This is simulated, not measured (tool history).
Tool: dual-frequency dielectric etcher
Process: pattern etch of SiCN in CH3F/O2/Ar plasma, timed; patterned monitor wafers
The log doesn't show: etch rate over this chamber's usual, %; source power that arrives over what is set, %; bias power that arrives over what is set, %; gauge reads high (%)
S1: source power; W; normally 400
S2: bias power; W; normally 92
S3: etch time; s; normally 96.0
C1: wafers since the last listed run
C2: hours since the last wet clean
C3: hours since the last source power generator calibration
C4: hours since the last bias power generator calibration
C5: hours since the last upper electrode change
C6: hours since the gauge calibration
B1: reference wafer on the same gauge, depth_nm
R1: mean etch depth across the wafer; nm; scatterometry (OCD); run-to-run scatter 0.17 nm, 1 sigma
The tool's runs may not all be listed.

Run 1, day 0.000: usual settings; C1 0; C2 251.7; C3 5089.4; C4 3929.4; C5 2976.0; C6 181.7; B1 40.23. Result: R1 43.85 nm.
At day 0.225: gauge calibrated.
Run 2, day 0.600: usual settings; C1 142; C2 266.1; C3 5103.8; C4 3943.8; C5 2990.4; C6 9.0; B1 40.21. Result: R1 43.99 nm.
Run 3, day 0.879: usual settings; C1 66; C2 272.8; C3 5110.5; C4 3950.5; C5 2997.1; C6 15.7; B1 40.19. Result: R1 43.59 nm.
Run 4, day 1.271: usual settings; C1 93; C2 282.2; C3 5119.9; C4 3959.9; C5 3006.5; C6 25.1; B1 40.21. Result: R1 43.47 nm.
Run 5, day 1.908: usual settings but S2 105 W; C1 151; C2 297.5; C3 5135.2; C4 3975.2; C5 3021.8; C6 40.4; B1 40.21. Result: R1 47.06 nm.
Run 6, day 2.438: usual settings but S2 105 W; C1 126; C2 310.2; C3 5147.9; C4 3987.9; C5 3034.5; C6 53.1; B1 40.23. Result: R1 47.10 nm.
At day 3.750: wet clean of the chamber.
At day 3.892: upper electrode replaced.
Run 7, day 3.912: usual settings but S3 106.5 s; C1 78; C2 3.9; C3 5183.3; C4 4023.3; C5 0.5; C6 88.5; B1 40.18. Result: R1 50.10 nm.
Run 8, day 3.929: usual settings but S3 106.5 s; C1 3; C2 4.3; C3 5183.7; C4 4023.7; C5 0.9; C6 88.9; B1 40.20. Result: R1 50.00 nm.
Run 9, day 3.942: usual settings; C1 2; C2 4.6; C3 5184.0; C4 4024.0; C5 1.2; C6 89.2; B1 40.19. Result: R1 45.16 nm.
At day 4.142: source power generator calibrated.
Run 10, day 4.208: usual settings; C1 23; C2 11.0; C3 1.6; C4 4030.4; C5 7.6; C6 95.6; B1 40.22. Result: R1 45.01 nm.
Run 11, day 4.633: usual settings; C1 101; C2 21.2; C3 11.8; C4 4040.6; C5 17.8; C6 105.8; B1 40.18. Result: R1 45.09 nm.
Run 12, day 5.312: usual settings; C1 161; C2 37.5; C3 28.1; C4 4056.9; C5 34.1; C6 122.1; B1 40.16. Result: R1 44.77 nm.
Run 13, day 5.879: usual settings; C1 134; C2 51.1; C3 41.7; C4 4070.5; C5 47.7; C6 135.7; B1 40.21. Result: R1 44.71 nm.
Run 14, day 6.525: usual settings but S3 119.0 s; C1 153; C2 66.6; C3 57.2; C4 4086.0; C5 63.2; C6 151.2; B1 40.23. Result: R1 55.55 nm.
Run 15, day 6.879: usual settings; C1 84; C2 75.1; C3 65.7; C4 4094.5; C5 71.7; C6 159.7; B1 40.21. Result: R1 44.35 nm.
At day 7.254: gauge calibrated.
Run 16, day 7.258: usual settings; C1 90; C2 84.2; C3 74.8; C4 4103.6; C5 80.8; C6 0.1; B1 40.22. Result: R1 44.53 nm.
Run 17, day 7.512: usual settings but S1 460 W, S2 74 W; C1 60; C2 90.3; C3 80.9; C4 4109.7; C5 86.9; C6 6.2; B1 40.18. Result: R1 40.70 nm.
Run 18, day 8.117: usual settings but S1 320 W; C1 143; C2 104.8; C3 95.4; C4 4124.2; C5 101.4; C6 20.7; B1 40.18. Result: R1 41.62 nm.
At day 8.296: bias power generator calibrated.
Run 19, day 8.533: usual settings; C1 59; C2 114.8; C3 105.4; C4 5.7; C5 111.4; C6 30.7; B1 40.21. Result: R1 44.21 nm.
Run 20, day 8.879: usual settings but S1 300 W, S2 76 W; C1 82; C2 123.1; C3 113.7; C4 14.0; C5 119.7; C6 39.0; B1 40.21. Result: R1 36.82 nm.
Run 21, day 9.200: usual settings but S1 330 W, S2 98 W; C1 76; C2 130.8; C3 121.4; C4 21.7; C5 127.4; C6 46.7; B1 40.19. Result: R1 43.60 nm.
Run 22, day 9.742: usual settings but S1 320 W, S2 107 W, S3 108.5 s; C1 129; C2 143.8; C3 134.4; C4 34.7; C5 140.4; C6 59.7; B1 40.18. Result: R1 51.35 nm.
Run 23, day 9.996: usual settings but S1 470 W, S2 113 W; C1 60; C2 149.9; C3 140.5; C4 40.8; C5 146.5; C6 65.8; B1 40.23. Result: R1 51.65 nm.
Run 24, day 10.404: usual settings; C1 97; C2 159.7; C3 150.3; C4 50.6; C5 156.3; C6 75.6; B1 40.17. Result: R1 44.16 nm.
Run 25, day 10.758: usual settings but S1 430 W; C1 84; C2 168.2; C3 158.8; C4 59.1; C5 164.8; C6 84.1; B1 40.21. Result: R1 44.78 nm.

The tool's hidden state at each run:
source power that arrives over what is set, %: 0, the same for each run
bias power that arrives over what is set, %: 0, the same for each run
gauge reads high (%): 0, the same for each run
H1: etch rate over this chamber's usual, %
run      H1
  1   -3.18
  2   -3.39
  3   -3.49
  4   -3.63
  5   -3.85
  6   -4.03
  7  -0.715
  8   -0.72
  9  -0.725
 10  -0.818
 11  -0.966
 12    -1.2
 13    -1.4
 14   -1.62
 15   -1.75
 16   -1.88
 17   -1.97
 18   -2.18
 19   -2.32
 20   -2.44
 21   -2.56
 22   -2.75
 23   -2.83
 24   -2.98
 25    -3.1
